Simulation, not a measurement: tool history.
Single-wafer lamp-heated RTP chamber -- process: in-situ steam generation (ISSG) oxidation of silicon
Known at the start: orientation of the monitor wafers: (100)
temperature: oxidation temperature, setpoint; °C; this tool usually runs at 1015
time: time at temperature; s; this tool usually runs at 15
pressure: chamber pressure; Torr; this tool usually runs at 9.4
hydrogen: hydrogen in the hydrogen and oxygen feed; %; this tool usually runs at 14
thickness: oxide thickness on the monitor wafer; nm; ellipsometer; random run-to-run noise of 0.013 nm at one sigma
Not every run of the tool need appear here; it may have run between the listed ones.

run,hour,temperature,time,pressure,hydrogen,wafers since the last listed run,wafers since the last pyrometer calibration,hours since the pressure gauge was zeroed,hours since the hydrogen flow controller was replaced,hours since the gauge calibration,"read-back reference wafer on the same gauge, thickness",thickness
1,0.0,1015,15,9.4,14,0,1880,3226.1,7291.8,572.2,4.729,4.325
2,15.7,1024,15,10.2,14,88,1969,3241.8,7307.5,587.9,4.737,4.449
3,41.3,1024,15,10.2,14,144,2113,3267.4,7333.1,613.5,4.730,4.469
# hour 58.4: gauge calibrated
4,99.4,1015,15,9.4,14,327,2441,3325.5,7391.2,41.0,4.730,4.346
# hour 123.0: pressure gauge zeroed
5,123.5,1015,15,9.4,14,90,2532,0.5,7415.3,65.1,4.720,4.341
# hour 132.2: hydrogen flow controller replaced
6,142.0,1015,15,9.4,14,59,2591,19.0,9.8,83.6,4.736,4.352
7,168.7,1015,15,9.4,14,150,2742,45.7,36.5,110.3,4.727,4.329
8,186.5,1015,19,9.4,14,100,2843,63.5,54.3,128.1,4.733,4.878
# hour 208.4: pyrometer window cleaned and pyrometer calibrated
9,208.9,997,11,10.2,11,81,2,85.9,76.7,150.5,4.722,3.238
10,236.4,1015,15,7.9,11,155,158,113.4,104.2,178.0,4.725,4.092
11,262.3,1034,11,9.4,11,146,304,139.3,130.1,203.9,4.733,3.796
12,275.0,1015,15,9.4,14,71,375,152.0,142.8,216.6,4.730,4.304
13,294.7,1009,17,10.2,11,111,487,171.7,162.5,236.3,4.726,4.196
14,328.2,1009,15,8.1,11,189,676,205.2,196.0,269.8,4.731,4.024
15,349.8,1015,15,9.4,22,121,798,226.8,217.6,291.4,4.728,4.787
16,370.4,1015,12,9.4,14,116,914,247.4,238.2,312.0,4.729,3.894
17,396.7,1009,13,8.7,11,148,1062,273.7,264.5,338.3,4.726,3.752
18,430.8,1015,15,9.4,14,192,1255,307.8,298.6,372.4,4.725,4.328
19,452.1,1015,15,9.4,14,120,1375,329.1,319.9,393.7,4.736,4.355
20,470.4,1015,15,9.4,14,103,1478,347.4,338.2,412.0,4.728,4.355
21,486.3,1015,15,9.4,14,89,1568,363.3,354.1,427.9,4.732,4.342
22,504.7,1031,15,9.4,20,103,1672,381.7,372.5,446.3,4.724,5.006
23,520.5,1015,15,9.4,14,89,1761,397.5,388.3,462.1,4.727,4.338
24,538.0,1015,15,9.4,14,98,1860,415.0,405.8,479.6,4.729,4.329
25,550.7,1015,15,9.4,18,71,1932,427.7,418.5,492.3,4.727,4.575
26,584.2,1015,13,10.2,14,189,2121,461.2,452.0,525.8,4.732,4.001
27,615.3,1009,10,8.4,21,175,2296,492.3,483.1,556.9,4.727,3.912
28,646.9,1015,17,8.2,11,178,2474,523.9,514.7,588.5,4.733,4.442
29,663.6,1015,15,9.4,14,94,2569,540.6,531.4,605.2,4.731,4.334
# hour 672.3: gauge calibrated
# hour 678.2: pyrometer window cleaned and pyrometer calibrated
30,678.7,1015,15,9.4,14,40,2,555.7,546.5,6.4,4.733,4.293
31,710.2,1015,19,9.4,11,177,180,587.2,578.0,37.9,4.731,4.589

Measured minus without-hidden-state, run by run (identical run-to-run variation in each term; gauge scatter may differ):
The hidden state here: true wafer temperature minus pyrometer reading, K; true pressure minus gauge reading, Torr; deviation of the hydrogen flow from its setpoint, %; gauge reads high (%).
run,thickness
1,+0.067
2,+0.074
3,+0.075
4,+0.071
5,+0.072
6,+0.073
7,+0.073
8,+0.088
9,+0.005
10,+0.017
11,+0.025
12,+0.031
13,+0.035
14,+0.039
15,+0.054
16,+0.044
17,+0.044
18,+0.060
19,+0.063
20,+0.064
21,+0.065
22,+0.085
23,+0.068
24,+0.069
25,+0.074
26,+0.063
27,+0.055
28,+0.078
29,+0.074
30,+0.010
31,+0.025

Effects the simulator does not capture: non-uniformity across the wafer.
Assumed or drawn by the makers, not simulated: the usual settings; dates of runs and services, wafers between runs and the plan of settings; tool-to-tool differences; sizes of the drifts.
